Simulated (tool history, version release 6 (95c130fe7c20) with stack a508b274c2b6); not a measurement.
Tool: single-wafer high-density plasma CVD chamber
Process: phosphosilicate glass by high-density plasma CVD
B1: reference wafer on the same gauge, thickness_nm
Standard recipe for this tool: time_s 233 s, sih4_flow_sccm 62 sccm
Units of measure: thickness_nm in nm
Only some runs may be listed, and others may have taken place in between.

run 1 hour=0.0 | time_s=233 sih4_flow_sccm=62 | B1=1359.306 | thickness_nm=1406.178
run 2 hour=7.5 | time_s=233 sih4_flow_sccm=62 | B1=1360.320 | thickness_nm=1407.095
run 3 hour=37.4 | time_s=233 sih4_flow_sccm=62 | B1=1359.891 | thickness_nm=1404.502
run 4 hour=45.2 | time_s=233 sih4_flow_sccm=62 | B1=1359.028 | thickness_nm=1400.149
run 5 hour=56.9 | time_s=233 sih4_flow_sccm=62 | B1=1360.187 | thickness_nm=1406.444
run 6 hour=63.3 | time_s=233 sih4_flow_sccm=62 | B1=1359.450 | thickness_nm=1407.941
-- hour=66.2 gauge calibrated
run 7 hour=73.7 | time_s=233 sih4_flow_sccm=62 | B1=1360.417 | thickness_nm=1404.098
run 8 hour=85.6 | time_s=233 sih4_flow_sccm=53 | B1=1359.737 | thickness_nm=1200.692
run 9 hour=95.8 | time_s=233 sih4_flow_sccm=62 | B1=1359.261 | thickness_nm=1404.709
run 10 hour=108.1 | time_s=233 sih4_flow_sccm=62 | B1=1359.029 | thickness_nm=1401.158
run 11 hour=117.8 | time_s=233 sih4_flow_sccm=62 | B1=1359.917 | thickness_nm=1402.765
run 12 hour=134.7 | time_s=233 sih4_flow_sccm=62 | B1=1360.854 | thickness_nm=1406.107
run 13 hour=152.2 | time_s=233 sih4_flow_sccm=62 | B1=1360.103 | thickness_nm=1399.128
run 14 hour=163.4 | time_s=233 sih4_flow_sccm=62 | B1=1359.647 | thickness_nm=1400.401
run 15 hour=170.5 | time_s=233 sih4_flow_sccm=62 | B1=1359.826 | thickness_nm=1401.283
run 16 hour=178.2 | time_s=272 sih4_flow_sccm=74 | B1=1360.167 | thickness_nm=1954.406
run 17 hour=187.8 | time_s=276 sih4_flow_sccm=50 | B1=1359.508 | thickness_nm=1338.867
run 18 hour=199.9 | time_s=194 sih4_flow_sccm=73 | B1=1359.728 | thickness_nm=1371.098
run 19 hour=209.8 | time_s=259 sih4_flow_sccm=62 | B1=1360.619 | thickness_nm=1559.344
run 20 hour=226.0 | time_s=194 sih4_flow_sccm=57 | B1=1360.253 | thickness_nm=1073.190
run 21 hour=236.8 | time_s=271 sih4_flow_sccm=59 | B1=1359.972 | thickness_nm=1549.340
run 22 hour=257.4 | time_s=233 sih4_flow_sccm=62 | B1=1360.597 | thickness_nm=1397.406
-- hour=266.4 gauge calibrated
run 23 hour=268.0 | time_s=233 sih4_flow_sccm=62 | B1=1359.168 | thickness_nm=1401.467
run 24 hour=284.1 | time_s=274 sih4_flow_sccm=62 | B1=1361.564 | thickness_nm=1644.556
-- hour=296.7 silane flow controller replaced
run 25 hour=297.2 | time_s=213 sih4_flow_sccm=50 | B1=1360.703 | thickness_nm=1102.346
run 26 hour=332.6 | time_s=247 sih4_flow_sccm=50 | B1=1359.579 | thickness_nm=1277.856
run 27 hour=346.4 | time_s=233 sih4_flow_sccm=62 | B1=1359.000 | thickness_nm=1490.986
run 28 hour=360.2 | time_s=218 sih4_flow_sccm=58 | B1=1359.950 | thickness_nm=1308.405
run 29 hour=372.4 | time_s=233 sih4_flow_sccm=62 | B1=1360.681 | thickness_nm=1492.741
run 30 hour=388.8 | time_s=248 sih4_flow_sccm=53 | B1=1360.522 | thickness_nm=1361.924
run 31 hour=397.8 | time_s=233 sih4_flow_sccm=62 | B1=1360.564 | thickness_nm=1494.442

What if the next run were any one of these 3? Each begins from the tool's condition after run 31:
run A hour=398.3 | time_s=233 sih4_flow_sccm=56 | B1=? | thickness_nm=?
run B hour=398.3 | time_s=279 sih4_flow_sccm=59 | B1=? | thickness_nm=?
run C hour=398.3 | time_s=192 sih4_flow_sccm=67 | B1=? | thickness_nm=?

run=A B1=1359.823 thickness_nm=1347.595
run=B B1=1359.823 thickness_nm=1700.089
run=C B1=1359.823 thickness_nm=1328.592
With the hidden condition removed and each run's random variation left untouched, the same runs would have given:
run=A thickness_nm=1339.109
run=B thickness_nm=1689.383
run=C thickness_nm=1320.225
